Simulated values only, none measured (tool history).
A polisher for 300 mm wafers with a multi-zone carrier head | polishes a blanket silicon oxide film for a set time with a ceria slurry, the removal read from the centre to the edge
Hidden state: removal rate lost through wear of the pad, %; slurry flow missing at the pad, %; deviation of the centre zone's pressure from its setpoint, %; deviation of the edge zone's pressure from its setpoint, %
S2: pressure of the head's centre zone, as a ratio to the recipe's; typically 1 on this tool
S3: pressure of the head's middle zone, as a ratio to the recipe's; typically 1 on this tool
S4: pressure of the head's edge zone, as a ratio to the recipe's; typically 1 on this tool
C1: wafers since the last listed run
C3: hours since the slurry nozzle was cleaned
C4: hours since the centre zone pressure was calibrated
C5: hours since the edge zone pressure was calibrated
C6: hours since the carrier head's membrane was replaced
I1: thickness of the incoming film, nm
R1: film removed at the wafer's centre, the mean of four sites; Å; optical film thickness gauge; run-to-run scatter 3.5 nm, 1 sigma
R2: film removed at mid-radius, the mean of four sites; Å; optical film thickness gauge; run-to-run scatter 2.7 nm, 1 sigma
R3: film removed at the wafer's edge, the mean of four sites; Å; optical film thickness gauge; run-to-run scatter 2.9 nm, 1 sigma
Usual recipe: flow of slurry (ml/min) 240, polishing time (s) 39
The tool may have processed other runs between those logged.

Run 1, hour 0: usual settings but S2 0.97; C1 0; wafers polished on this pad 2493; C3 136.2; C4 568.4; C5 41.8; C6 217.9; I1 1834.4. Result: R1 2304 Å, R2 2225 Å, R3 2324 Å.
At hour 47.4: worn pad replaced by a new one.
Run 2, hour 69.3: usual settings but polishing time (s) 30; C1 743; wafers polished on this pad 248; C3 205.5; C4 637.7; C5 111.1; C6 287.2; I1 1821.9. Result: R1 1851 Å, R2 1821 Å, R3 1908 Å.
Run 3, hour 106: usual settings but S4 0.91; C1 417; wafers polished on this pad 666; C3 242.2; C4 674.4; C5 147.8; C6 323.9; I1 1871.8. Result: R1 2397 Å, R2 2367 Å, R3 2365 Å.
At hour 108.1: slurry nozzle cleaned.
Run 4, hour 143.5: usual settings but S4 0.91; C1 415; wafers polished on this pad 1081; C3 35.4; C4 711.9; C5 185.3; C6 361.4; I1 1846. Result: R1 2357 Å, R2 2310 Å, R3 2311 Å.
Run 5, hour 211.4: usual settings; C1 772; wafers polished on this pad 1854; C3 103.3; C4 779.8; C5 253.2; C6 429.3; I1 1813.8. Result: R1 2377 Å, R2 2278 Å, R3 2378 Å.
Run 6, hour 314.3: usual settings; C1 1171; wafers polished on this pad 3025; C3 206.2; C4 882.7; C5 356.1; C6 532.2; I1 1869.8. Result: R1 2318 Å, R2 2253 Å, R3 2330 Å.
At hour 345: worn pad replaced by a new one.
At hour 358.8: slurry nozzle cleaned.
Run 7, hour 371.5: usual settings; C1 594; wafers polished on this pad 290; C3 12.7; C4 939.9; C5 413.3; C6 589.4; I1 1874.8. Result: R1 2374 Å, R2 2411 Å, R3 2436 Å.
Run 8, hour 413: usual settings; C1 472; wafers polished on this pad 762; C3 54.2; C4 981.4; C5 454.8; C6 630.9; I1 1846.8. Result: R1 2379 Å, R2 2335 Å, R3 2473 Å.
At hour 452.7: centre zone pressure recalibrated.
Run 9, hour 479.6: usual settings; C1 735; wafers polished on this pad 1497; C3 120.8; C4 26.9; C5 521.4; C6 697.5; I1 1884.7. Result: R1 2351 Å, R2 2304 Å, R3 2389 Å.
Run 10, hour 514: usual settings; C1 391; wafers polished on this pad 1889; C3 155.2; C4 61.3; C5 555.8; C6 731.9; I1 1852.3. Result: R1 2359 Å, R2 2322 Å, R3 2364 Å.
Run 11, hour 555: usual settings but S2 0.95, S3 1.1, S4 1.1; C1 466; wafers polished on this pad 2355; C3 196.2; C4 102.3; C5 596.8; C6 772.9; I1 1849.2. Result: R1 2227 Å, R2 2452 Å, R3 2418 Å.
At hour 611.6: worn pad replaced by a new one.
At hour 614.3: carrier head's membrane replaced by a new one, of another model than before.
Run 12, hour 614.8: usual settings but S2 0.95, S3 1.1, S4 1.1; C1 603; wafers polished on this pad 5; C3 256; C4 162.1; C5 656.6; C6 0.5; I1 1827.9. Result: R1 2347 Å, R2 2504 Å, R3 2690 Å.
At hour 621.8: slurry nozzle cleaned.
Run 13, hour 664.6: usual settings but flow of slurry (ml/min) 180; C1 555; wafers polished on this pad 560; C3 42.8; C4 211.9; C5 706.4; C6 50.3; I1 1862.6. Result: R1 2329 Å, R2 2284 Å, R3 2360 Å.

Forecast run 14:
Run 14, hour 712: usual settings; C1 539; wafers polished on this pad 1099; C3 90.2; C4 259.3; C5 753.8; C6 97.7; I1 1861. Result: R1 ?, R2 ?, R3 ?.

R1: 2437 Å
R2: 2367 Å
R3: 2477 Å
If the tool had no hidden condition, the same run with the same run-to-run variation would have returned R1 2496 Å, R2 2425 Å, R3 2537 Å.
